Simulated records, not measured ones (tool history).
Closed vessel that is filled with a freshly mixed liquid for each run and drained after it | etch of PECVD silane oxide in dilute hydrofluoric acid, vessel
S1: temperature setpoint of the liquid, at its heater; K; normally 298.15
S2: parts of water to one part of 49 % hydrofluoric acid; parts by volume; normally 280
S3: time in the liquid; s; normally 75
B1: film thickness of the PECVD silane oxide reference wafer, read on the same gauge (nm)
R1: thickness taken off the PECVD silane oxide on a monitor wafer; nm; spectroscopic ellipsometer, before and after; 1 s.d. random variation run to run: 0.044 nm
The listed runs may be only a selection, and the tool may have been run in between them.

{"run": 1, "hour": 0.0, "S1": 298.15, "S2": 280, "S3": 75, "B1": 90.05, "R1": 12.02}
{"run": 2, "hour": 15.4, "S1": 298.15, "S2": 280, "S3": 75, "B1": 90.04, "R1": 11.97}
{"run": 3, "hour": 46.7, "S1": 298.15, "S2": 280, "S3": 75, "B1": 89.98, "R1": 12.08}
{"run": 4, "hour": 63.4, "S1": 298.15, "S2": 280, "S3": 75, "B1": 90.01, "R1": 11.98}
{"run": 5, "hour": 98.9, "S1": 298.15, "S2": 280, "S3": 75, "B1": 89.99, "R1": 11.92}
{"run": 6, "hour": 114.8, "S1": 294.15, "S2": 280, "S3": 75, "B1": 89.99, "R1": 10.39}
{"run": 7, "hour": 135.4, "S1": 294.15, "S2": 280, "S3": 75, "B1": 90.01, "R1": 10.31}
{"run": 8, "hour": 148.1, "S1": 294.15, "S2": 280, "S3": 75, "B1": 89.93, "R1": 10.26}
{"run": 9, "hour": 178.7, "S1": 298.15, "S2": 280, "S3": 95, "B1": 89.99, "R1": 15.04}
{"run": 10, "hour": 194.9, "S1": 298.15, "S2": 280, "S3": 95, "B1": 90.02, "R1": 14.98}
{"run": 11, "hour": 245.7, "S1": 298.15, "S2": 280, "S3": 95, "B1": 90.02, "R1": 14.93}
{"hour": 254.0, "done": "gauge calibrated"}
{"run": 12, "hour": 268.3, "S1": 298.15, "S2": 350, "S3": 75, "B1": 89.99, "R1": 8.85}
{"run": 13, "hour": 292.4, "S1": 298.15, "S2": 350, "S3": 75, "B1": 90.01, "R1": 8.75}
{"run": 14, "hour": 327.4, "S1": 298.15, "S2": 280, "S3": 75, "B1": 90.02, "R1": 11.79}
{"run": 15, "hour": 344.5, "S1": 298.15, "S2": 280, "S3": 75, "B1": 89.96, "R1": 11.7}
{"run": 16, "hour": 356.9, "S1": 298.15, "S2": 370, "S3": 115, "B1": 90.06, "R1": 12.46}
{"run": 17, "hour": 369.0, "S1": 293.65, "S2": 280, "S3": 60, "B1": 89.98, "R1": 7.96}
{"run": 18, "hour": 381.6, "S1": 303.15, "S2": 360, "S3": 55, "B1": 89.99, "R1": 7.24}
{"run": 19, "hour": 399.9, "S1": 298.15, "S2": 280, "S3": 75, "B1": 89.98, "R1": 11.69}
{"run": 20, "hour": 429.0, "S1": 293.65, "S2": 375, "S3": 90, "B1": 89.96, "R1": 8.17}
{"run": 21, "hour": 532.0, "S1": 298.15, "S2": 280, "S3": 75, "B1": 90, "R1": 11.58}
{"hour": 590.7, "done": "hydrofluoric acid flow meter replaced"}
{"run": 22, "hour": 620.6, "S1": 298.15, "S2": 280, "S3": 75, "B1": 89.96, "R1": 12.11}
{"run": 23, "hour": 638.8, "S1": 294.65, "S2": 385, "S3": 55, "B1": 90.03, "R1": 5.24}
{"run": 24, "hour": 656.4, "S1": 303.15, "S2": 405, "S3": 100, "B1": 90.02, "R1": 11.58}
{"hour": 672.5, "done": "thermometer replaced"}
{"run": 25, "hour": 687.0, "S1": 298.15, "S2": 280, "S3": 75, "B1": 89.99, "R1": 11.99}
{"run": 26, "hour": 708.9, "S1": 298.15, "S2": 280, "S3": 75, "B1": 89.99, "R1": 12.02}
{"run": 27, "hour": 734.6, "S1": 301.65, "S2": 280, "S3": 110, "B1": 90.04, "R1": 19.9}
{"run": 28, "hour": 766.1, "S1": 298.15, "S2": 280, "S3": 65, "B1": 90.01, "R1": 10.41}
{"run": 29, "hour": 790.9, "S1": 302.65, "S2": 320, "S3": 75, "B1": 90.02, "R1": 11.64}
{"run": 30, "hour": 804.4, "S1": 298.15, "S2": 350, "S3": 75, "B1": 89.97, "R1": 8.91}
{"run": 31, "hour": 822.4, "S1": 298.15, "S2": 280, "S3": 90, "B1": 89.97, "R1": 14.4}
{"run": 32, "hour": 879.0, "S1": 298.15, "S2": 150, "S3": 40, "B1": 89.99, "R1": 13.67}
{"run": 33, "hour": 900.7, "S1": 302.15, "S2": 240, "S3": 40, "B1": 90.01, "R1": 8.87}

What if the next run were any one of these 4? Each begins from the tool's condition after run 33:
{"run": "A", "hour": 901.4, "S1": 298.15, "S2": 280, "S3": 50, "B1": "?", "R1": "?"}
{"run": "B", "hour": 901.4, "S1": 298.15, "S2": 280, "S3": 105, "B1": "?", "R1": "?"}
{"run": "C", "hour": 901.4, "S1": 296.15, "S2": 280, "S3": 60, "B1": "?", "R1": "?"}
{"run": "D", "hour": 901.4, "S1": 293.15, "S2": 280, "S3": 75, "B1": "?", "R1": "?"}

run=A B1=89.96 R1=7.93
run=B B1=89.96 R1=16.65
run=C B1=89.96 R1=8.87
run=D B1=89.96 R1=9.95
Take away the tool's hidden state, keep each run's random variation, and the runs would have read:
run=A R1=8.12
run=B R1=17.04
run=C R1=9.08
run=D R1=10.18
